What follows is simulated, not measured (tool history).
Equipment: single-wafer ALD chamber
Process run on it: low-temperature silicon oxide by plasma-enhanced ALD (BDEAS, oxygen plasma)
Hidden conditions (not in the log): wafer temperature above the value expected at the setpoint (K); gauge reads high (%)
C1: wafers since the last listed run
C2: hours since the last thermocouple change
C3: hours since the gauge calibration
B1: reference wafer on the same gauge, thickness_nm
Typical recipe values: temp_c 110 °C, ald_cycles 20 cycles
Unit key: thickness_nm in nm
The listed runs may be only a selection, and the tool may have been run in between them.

Run 1, hour 0.0: usual settings but temp_c 121 °C; C1 0; C2 315.1; C3 735.6; B1 2.059. Result: thickness_nm 2.396 nm.
Run 2, hour 89.8: usual settings but temp_c 121 °C; C1 753; C2 404.9; C3 825.4; B1 2.046. Result: thickness_nm 2.376 nm.
Run 3, hour 114.3: usual settings but temp_c 121 °C; C1 205; C2 429.4; C3 849.9; B1 2.039. Result: thickness_nm 2.380 nm.
Run 4, hour 147.5: usual settings but temp_c 120 °C; C1 278; C2 462.6; C3 883.1; B1 2.034. Result: thickness_nm 2.375 nm.
Run 5, hour 176.8: usual settings but temp_c 120 °C; C1 245; C2 491.9; C3 912.4; B1 2.031. Result: thickness_nm 2.382 nm.
At hour 188.6: gauge calibrated.
Run 6, hour 207.4: usual settings but temp_c 120 °C; C1 256; C2 522.5; C3 18.8; B1 2.110. Result: thickness_nm 2.455 nm.
Run 7, hour 264.0: usual settings; C1 474; C2 579.1; C3 75.4; B1 2.107. Result: thickness_nm 2.505 nm.
Run 8, hour 301.6: usual settings; C1 315; C2 616.7; C3 113.0; B1 2.106. Result: thickness_nm 2.512 nm.
Run 9, hour 346.7: usual settings but temp_c 105 °C; C1 378; C2 661.8; C3 158.1; B1 2.104. Result: thickness_nm 2.534 nm.
Run 10, hour 398.3: usual settings; C1 432; C2 713.4; C3 209.7; B1 2.102. Result: thickness_nm 2.501 nm.
Run 11, hour 452.8: usual settings; C1 457; C2 767.9; C3 264.2; B1 2.100. Result: thickness_nm 2.479 nm.
Run 12, hour 487.5: usual settings; C1 290; C2 802.6; C3 298.9; B1 2.100. Result: thickness_nm 2.495 nm.
Run 13, hour 546.2: usual settings but temp_c 96 °C, ald_cycles 24 cycles; C1 492; C2 861.3; C3 357.6; B1 2.092. Result: thickness_nm 3.141 nm.
Run 14, hour 585.6: usual settings but temp_c 106 °C; C1 330; C2 900.7; C3 397.0; B1 2.092. Result: thickness_nm 2.518 nm.
Run 15, hour 625.4: usual settings; C1 333; C2 940.5; C3 436.8; B1 2.088. Result: thickness_nm 2.484 nm.
Run 16, hour 682.9: usual settings but temp_c 101 °C, ald_cycles 18 cycles; C1 482; C2 998.0; C3 494.3; B1 2.084. Result: thickness_nm 2.277 nm.
Run 17, hour 715.7: usual settings but temp_c 106 °C, ald_cycles 17 cycles; C1 275; C2 1030.8; C3 527.1; B1 2.082. Result: thickness_nm 2.123 nm.
Run 18, hour 930.4: usual settings but temp_c 115 °C, ald_cycles 22 cycles; C1 1800; C2 1245.5; C3 741.8; B1 2.056. Result: thickness_nm 2.696 nm.
At hour 1062.1: thermocouple changed; heater temperature recalibrated.
Run 19, hour 1071.0: usual settings but temp_c 117 °C, ald_cycles 23 cycles; C1 1111; C2 8.9; C3 882.4; B1 2.036. Result: thickness_nm 2.739 nm.
Run 20, hour 1113.5: usual settings but temp_c 124 °C; C1 356; C2 51.4; C3 924.9; B1 2.023. Result: thickness_nm 2.328 nm.
At hour 1175.4: gauge calibrated.
Run 21, hour 1184.2: usual settings; C1 592; C2 122.1; C3 8.8; B1 2.110. Result: thickness_nm 2.524 nm.
Run 22, hour 1254.4: usual settings but temp_c 116 °C, ald_cycles 24 cycles; C1 588; C2 192.3; C3 79.0; B1 2.108. Result: thickness_nm 2.973 nm.
Run 23, hour 1457.4: usual settings but temp_c 95 °C, ald_cycles 22 cycles; C1 1702; C2 395.3; C3 282.0; B1 2.104. Result: thickness_nm 2.869 nm.
Run 24, hour 1521.3: usual settings but temp_c 121 °C; C1 535; C2 459.2; C3 345.9; B1 2.097. Result: thickness_nm 2.443 nm.
Run 25, hour 1669.0: usual settings but temp_c 117 °C; C1 1238; C2 606.9; C3 493.6; B1 2.087. Result: thickness_nm 2.461 nm.

Here are 3 independent what-if runs from the current tool condition. What would each one return?
Run A, hour 1669.4: usual settings; C1 3; C2 607.3; C3 494.0; B1 ?. Result: thickness_nm ?.
Run B, hour 1669.4: usual settings but temp_c 121 °C, ald_cycles 22 cycles; C1 3; C2 607.3; C3 494.0; B1 ?. Result: thickness_nm ?.
Run C, hour 1669.4: usual settings but temp_c 101 °C, ald_cycles 19 cycles; C1 3; C2 607.3; C3 494.0; B1 ?. Result: thickness_nm ?.

run     B1  thickness_nm
  A  2.088         2.479
  B  2.088         2.664
  C  2.088         2.401
Had the tool no hidden state, the same runs would have come out as:
run  thickness_nm
  A         2.507
  B         2.694
  C         2.428
